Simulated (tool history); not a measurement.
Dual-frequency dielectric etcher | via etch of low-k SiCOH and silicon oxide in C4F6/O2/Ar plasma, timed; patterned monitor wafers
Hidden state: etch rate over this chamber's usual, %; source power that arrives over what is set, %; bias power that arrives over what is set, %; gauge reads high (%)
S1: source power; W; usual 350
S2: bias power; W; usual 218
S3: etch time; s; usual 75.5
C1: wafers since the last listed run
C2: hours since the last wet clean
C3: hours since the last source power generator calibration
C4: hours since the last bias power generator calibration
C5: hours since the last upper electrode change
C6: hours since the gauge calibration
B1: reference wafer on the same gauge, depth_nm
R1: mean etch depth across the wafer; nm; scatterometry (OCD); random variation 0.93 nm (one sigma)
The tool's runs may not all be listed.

run,hour,S1,S2,S3,C1,C2,C3,C4,C5,C6,B1,R1
1,0.0,370,218,75.5,0,262.9,740.8,3198.7,5202.6,680.4,213.0,206.3
2,42.4,350,218,75.5,315,305.3,783.2,3241.1,5245.0,722.8,213.1,204.2
3,118.8,350,218,75.5,568,381.7,859.6,3317.5,5321.4,799.2,212.8,199.5
4,189.5,350,218,75.5,526,452.4,930.3,3388.2,5392.1,869.9,213.1,198.4
# hour 223.2: wet clean of the chamber
5,248.2,350,218,64.0,258,25.0,989.0,3446.9,5450.8,928.6,212.9,175.1
6,292.8,350,218,64.0,331,69.6,1033.6,3491.5,5495.4,973.2,213.0,174.5
7,341.9,350,260,82.5,365,118.7,1082.7,3540.6,5544.5,1022.3,212.9,239.3
8,412.2,350,260,82.5,523,189.0,1153.0,3610.9,5614.8,1092.6,213.0,236.5
9,483.9,320,254,75.5,533,260.7,1224.7,3682.6,5686.5,1164.3,212.8,208.6
# hour 496.3: bias power generator calibrated
10,526.4,350,218,75.5,286,303.2,1267.2,30.1,5729.0,1206.8,212.8,201.3
11,578.9,420,260,66.5,390,355.7,1319.7,82.6,5781.5,1259.3,212.9,200.0
12,619.0,310,218,97.0,298,395.8,1359.8,122.7,5821.6,1299.4,213.1,245.5
13,689.5,350,218,58.0,524,466.3,1430.3,193.2,5892.1,1369.9,213.1,151.9
14,727.9,350,218,75.5,285,504.7,1468.7,231.6,5930.5,1408.3,213.1,198.3
# hour 771.7: wet clean of the chamber
15,843.4,350,179,75.5,680,71.7,1584.2,347.1,6046.0,1523.8,213.0,190.0
16,926.4,350,272,75.5,617,154.7,1667.2,430.1,6129.0,1606.8,213.0,222.0
# hour 948.5: gauge calibrated
# hour 971.0: upper electrode replaced
17,984.6,430,178,59.0,254,212.9,1725.4,488.3,13.6,36.1,213.0,156.4
18,1021.7,350,170,75.5,276,250.0,1762.5,525.4,50.7,73.2,212.9,183.0
19,1082.8,320,171,75.5,454,311.1,1823.6,586.5,111.8,134.3,213.0,175.4
20,1140.3,390,218,75.5,427,368.6,1881.1,644.0,169.3,191.8,213.1,206.7
21,1198.7,280,271,75.5,434,427.0,1939.5,702.4,227.7,250.2,213.0,200.5
22,1268.2,350,218,59.0,517,496.5,2009.0,771.9,297.2,319.7,213.1,154.2
23,1304.7,310,249,92.0,271,533.0,2045.5,808.4,333.7,356.2,213.0,243.9
# hour 1343.1: source power generator calibrated
# hour 1389.5: wet clean of the chamber
24,1390.0,350,235,86.5,426,0.5,46.9,893.7,419.0,441.5,213.2,242.1
25,1492.6,390,267,88.0,763,103.1,149.5,996.3,521.6,544.1,213.1,267.3
26,1538.0,350,218,75.5,337,148.5,194.9,1041.7,567.0,589.5,212.9,202.9
27,1813.7,350,218,75.5,2051,424.2,470.6,1317.4,842.7,865.2,212.9,197.4
# hour 1946.7: wet clean of the chamber
28,1959.1,310,218,88.0,903,12.4,616.0,1462.8,988.1,1010.6,213.0,229.5
29,2009.8,290,218,75.5,377,63.1,666.7,1513.5,1038.8,1061.3,213.0,192.3

Forecast each of these 4 alternatives for the next run:
A,2010.2,320,218,75.5,2,63.5,667.1,1513.9,1039.2,1061.7,?,?
B,2010.2,350,167,94.0,2,63.5,667.1,1513.9,1039.2,1061.7,?,?
C,2010.2,420,218,59.0,2,63.5,667.1,1513.9,1039.2,1061.7,?,?
D,2010.2,300,189,60.5,2,63.5,667.1,1513.9,1039.2,1061.7,?,?

run,B1,R1
A,213.0,198.6
B,213.0,228.5
C,213.0,169.1
D,213.0,147.3
Without the tool's hidden state the same runs would have given:
run,R1
A,201.3
B,231.6
C,171.4
D,149.3

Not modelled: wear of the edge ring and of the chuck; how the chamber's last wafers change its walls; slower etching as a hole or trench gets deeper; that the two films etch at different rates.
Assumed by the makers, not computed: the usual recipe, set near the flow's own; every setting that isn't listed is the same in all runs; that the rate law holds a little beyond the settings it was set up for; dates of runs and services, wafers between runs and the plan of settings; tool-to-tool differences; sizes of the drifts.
